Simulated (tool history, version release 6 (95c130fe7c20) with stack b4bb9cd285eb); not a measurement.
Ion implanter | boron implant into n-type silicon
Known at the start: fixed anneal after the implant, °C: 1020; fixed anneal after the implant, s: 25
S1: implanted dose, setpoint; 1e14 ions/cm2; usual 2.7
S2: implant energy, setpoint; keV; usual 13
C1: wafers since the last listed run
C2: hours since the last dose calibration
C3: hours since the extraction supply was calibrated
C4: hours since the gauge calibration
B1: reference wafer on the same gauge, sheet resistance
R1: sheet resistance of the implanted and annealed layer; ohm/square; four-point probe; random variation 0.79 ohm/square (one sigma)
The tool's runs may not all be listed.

run   hour    S1    S2   C1      C2      C3     C4      B1      R1
  1      0   2.7    15    0  2198.8  5579.1   87.2  386.17  375.84
  2   18.1   2.7    13  263  2216.9  5597.2  105.3  386.22  381.72
  3   35.7   2.7    13  255  2234.5  5614.8  122.9  385.94  382.84
  4   66.4  2.19    16  446  2265.2  5645.5  153.6  385.95  442.26
  5  106.4   2.7    13  581  2305.2  5685.5  193.6  385.71  380.62
  6  131.3   2.7    13  362  2330.1  5710.4  218.5  385.84  384.12
  7  154.5   2.7    13  337  2353.3  5733.6  241.7   385.8  383.32
  8  174.4   2.7   9.5  289  2373.2  5753.5  261.6  386.43  399.07
  9  204.3   2.7   9.5  434  2403.1  5783.4  291.5  386.12  398.01
     220.7  -- Faraday cup replaced and dose calibrated
 10  221.3   2.7   9.5  130     0.6  5800.4  308.5  385.61  381.07
 11  235.8   2.7    13  210    15.1  5814.9    323  385.48  366.15
 12  267.2   2.7    13  456    46.5  5846.3  354.4  385.76  367.96
 13  300.5  3.25    11  484    79.8  5879.6  387.7  385.97  321.13
 14  318.4  2.32    13  260    97.7  5897.5  405.6  385.81  415.39
     324.8  -- gauge calibrated
       352  -- extraction supply calibrated
 15  352.5  3.21    17  379   131.8     0.5   27.7  386.27  309.58
 16  358.2   3.2  11.5   82   137.5     6.2   33.4  386.12  323.33
 17  393.8   3.5  17.5  517   173.1    41.8     69  386.02  287.08
 18  422.8  2.93   9.5  421   202.1    70.8     98  385.82  356.07
 19  438.5  3.24    15  228   217.8    86.5  113.7  386.21  311.63
 20  468.4   2.7   9.5  434   247.7   116.4  143.6   385.7  384.34
 21  500.3  2.03    10  463   279.6   148.3  175.5  386.22  482.69
 22  527.5   2.7    10  395   306.8   175.5  202.7  386.14  379.61
 23  561.7   2.7    13  497     341   209.7  236.9   386.3  368.98
 24  588.9   2.7    13  395   368.2   236.9  264.1  385.96  368.34

5 ways to go on from here, each from the tool as it stands after run 24. What would each give?
  A  589.3   2.7  14.5   5  368.6  237.3  264.5   ?   ?
  B  589.3  2.02    13   5  368.6  237.3  264.5   ?   ?
  C  589.3  2.28  14.5   5  368.6  237.3  264.5   ?   ?
  D  589.3  1.94    13   5  368.6  237.3  264.5   ?   ?
  E  589.3  2.14    15   5  368.6  237.3  264.5   ?   ?

run      B1      R1
  A  386.15  362.97
  B  386.15  467.89
  C  386.15  417.42
  D  386.15  483.79
  E  386.15  438.02
Without the tool's hidden state the same runs would have given:
run      R1
  A  358.41
  B  461.99
  C  412.16
  D   477.7
  E  432.51

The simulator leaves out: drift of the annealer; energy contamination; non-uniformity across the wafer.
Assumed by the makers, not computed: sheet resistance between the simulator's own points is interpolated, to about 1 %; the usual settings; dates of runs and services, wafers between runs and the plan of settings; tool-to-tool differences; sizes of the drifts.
